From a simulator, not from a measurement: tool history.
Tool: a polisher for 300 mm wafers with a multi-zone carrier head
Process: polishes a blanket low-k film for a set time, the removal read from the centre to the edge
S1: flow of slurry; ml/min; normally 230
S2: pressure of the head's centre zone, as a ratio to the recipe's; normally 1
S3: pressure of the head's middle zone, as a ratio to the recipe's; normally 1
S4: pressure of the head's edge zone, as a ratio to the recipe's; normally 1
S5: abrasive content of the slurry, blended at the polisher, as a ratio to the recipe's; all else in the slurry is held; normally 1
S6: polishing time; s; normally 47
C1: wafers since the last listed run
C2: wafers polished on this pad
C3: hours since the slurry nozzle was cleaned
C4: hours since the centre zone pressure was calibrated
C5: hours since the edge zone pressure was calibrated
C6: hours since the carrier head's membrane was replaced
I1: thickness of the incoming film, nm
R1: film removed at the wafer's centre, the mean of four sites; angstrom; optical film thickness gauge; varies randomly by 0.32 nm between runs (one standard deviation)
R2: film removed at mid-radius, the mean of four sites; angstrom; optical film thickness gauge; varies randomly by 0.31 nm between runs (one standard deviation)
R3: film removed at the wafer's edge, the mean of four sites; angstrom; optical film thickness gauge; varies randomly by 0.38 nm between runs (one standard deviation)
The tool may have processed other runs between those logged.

run   hour   S1    S2    S3    S4  S5  S6   C1    C2     C3      C4      C5     C6     I1   R1   R2   R3
  1      0  230     1  1.05     1   1  47    0   407  503.3    1176  1154.4  669.9  479.7  282  286  280
  2   14.1  230     1  1.05     1   1  47  160   568  517.4  1190.1  1168.5    684  486.7  281  289  282
  3   22.5  290     1     1  1.06   1  47   95   664  525.8  1198.5  1176.9  692.4  483.4  283  282  289
  4   37.7  290     1     1  1.06   1  47  173   838    541  1213.7  1192.1  707.6  476.3  284  278  295
  5   44.2  290     1     1  1.06   1  47   74   912  547.5  1220.2  1198.6  714.1  476.7  279  280  286
  6   54.9  230     1     1     1   1  47  122  1034  558.2  1230.9  1209.3  724.8  485.2  273  270  269
  7   69.5  230     1     1     1   1  47  166  1201  572.8  1245.5  1223.9  739.4  481.7  270  268  277
  8   85.2  230  1.09     1     1   1  47  179  1380  588.5  1261.2  1239.6  755.1  479.8  290  265  275
      86.7  -- slurry nozzle cleaned
        92  -- worn pad replaced by a new one
      94.1  -- carrier head's membrane replaced by a new one
      98.6  -- centre zone pressure recalibrated
  9  101.9  230     1     1     1   1  47   87    66   15.2     3.3  1256.3    7.8  476.9  277  281  286
 10  112.9  230     1  1.12  1.06   1  32  125   192   26.2    14.3  1267.3   18.8  479.3  193  208  196
 11  128.4  230     1     1     1   1  47  176   369   41.7    29.8  1282.8   34.3  472.9  280  272  288
     135.9  -- edge zone pressure recalibrated
 12  143.3  230     1     1  0.89   1  47  147   516   56.6    44.7     7.4   49.2  480.4  278  277  265
 13  155.1  230  0.88     1     1   1  39  134   650   68.4    56.5    19.2     61    482  198  220  233
 14  171.3  230     1     1     1   1  47  184   835   84.6    72.7    35.4   77.2  486.9  271  272  272

Hidden condition of the tool, last listed run before each entry between runs versus first listed run after:
Runs 8 to 9: slurry nozzle cleaned (hour 86.7); worn pad replaced by a new one (hour 92); carrier head's membrane replaced by a new one (hour 94.1); centre zone pressure recalibrated (hour 98.6)
  removal rate lost through wear of the pad, %: 6.22 -> 1.45
  measured value less the no-hidden-state value, R1: -19 -> -5 angstrom; R2: -17 -> -4 angstrom; R3: -18 -> -5 angstrom
Runs 11 to 12: edge zone pressure recalibrated (hour 135.9)
  removal rate lost through wear of the pad, %: 2.81 -> 3.57
  measured value less the no-hidden-state value, R1: -8 -> -11 angstrom; R2: -8 -> -10 angstrom; R3: -8 -> -10 angstrom
